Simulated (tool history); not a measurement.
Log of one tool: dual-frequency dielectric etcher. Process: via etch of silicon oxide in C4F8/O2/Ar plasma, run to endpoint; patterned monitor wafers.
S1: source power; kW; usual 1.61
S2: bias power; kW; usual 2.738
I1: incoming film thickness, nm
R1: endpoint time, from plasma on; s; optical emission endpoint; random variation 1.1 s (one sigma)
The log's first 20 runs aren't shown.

Run 21, hour 1502.4: usual settings but S1 1.97 kW, S2 2.944 kW; I1 1140.2. Result: R1 206.3 s.
Run 22, hour 1609.2: usual settings but S1 1.21 kW; I1 1150.7. Result: R1 250.9 s.
At hour 1635.2: wet clean of the chamber.
At hour 1649.6: bias power generator calibrated.
Run 23, hour 1650.1: usual settings but S2 2.218 kW; I1 1150.7. Result: R1 224.1 s.
Run 24, hour 1749.7: usual settings; I1 1142.2. Result: R1 216.7 s.
Run 25, hour 1820.3: usual settings but S1 1.97 kW, S2 2.359 kW; I1 1125. Result: R1 201.8 s.
Run 26, hour 1884.9: usual settings but S1 1.44 kW, S2 3.174 kW; I1 1133.2. Result: R1 219.3 s.
Run 27, hour 1977.3: usual settings but S1 1.23 kW, S2 3.282 kW; I1 1138.5. Result: R1 231.2 s.
Run 28, hour 2069.6: usual settings but S1 1.43 kW, S2 3.238 kW; I1 1143. Result: R1 222.1 s.
Run 29, hour 2160.2: usual settings but S1 1.85 kW, S2 3.287 kW; I1 1145.1. Result: R1 203.2 s.
At hour 2203.6: wet clean of the chamber.
Run 30, hour 2229.2: usual settings; I1 1155.7. Result: R1 212.1 s.
Run 31, hour 2298.1: usual settings but S1 1.76 kW, S2 2.923 kW; I1 1163.4. Result: R1 204.9 s.
Run 32, hour 2367.9: usual settings but S1 1.37 kW, S2 3.281 kW; I1 1132.3. Result: R1 215.5 s.
Run 33, hour 2431: usual settings but S1 1.88 kW, S2 3.246 kW; I1 1146.6. Result: R1 197.4 s.
Run 34, hour 2503.1: usual settings; I1 1132.4. Result: R1 214.3 s.

5 ways to go on from here, each from the tool as it stands after run 34. What would each give?
Run A, hour 2503.6: usual settings but S2 2.087 kW; I1 1132.7. Result: R1 ?.
Run B, hour 2503.6: usual settings but S1 1.51 kW, S2 2.535 kW; I1 1132.7. Result: R1 ?.
Run C, hour 2503.6: usual settings but S2 2.389 kW; I1 1132.7. Result: R1 ?.
Run D, hour 2503.6: usual settings but S2 2.456 kW; I1 1132.7. Result: R1 ?.
Run E, hour 2503.6: usual settings but S1 1.99 kW, S2 2.266 kW; I1 1132.7. Result: R1 ?.

run     R1
  A  223.6
  B  221.9
  C    219
  D    218
  E  204.4
Without the tool's hidden state the same runs would have given:
run     R1
  A  220.2
  B  218.5
  C  215.6
  D  214.7
  E  201.2
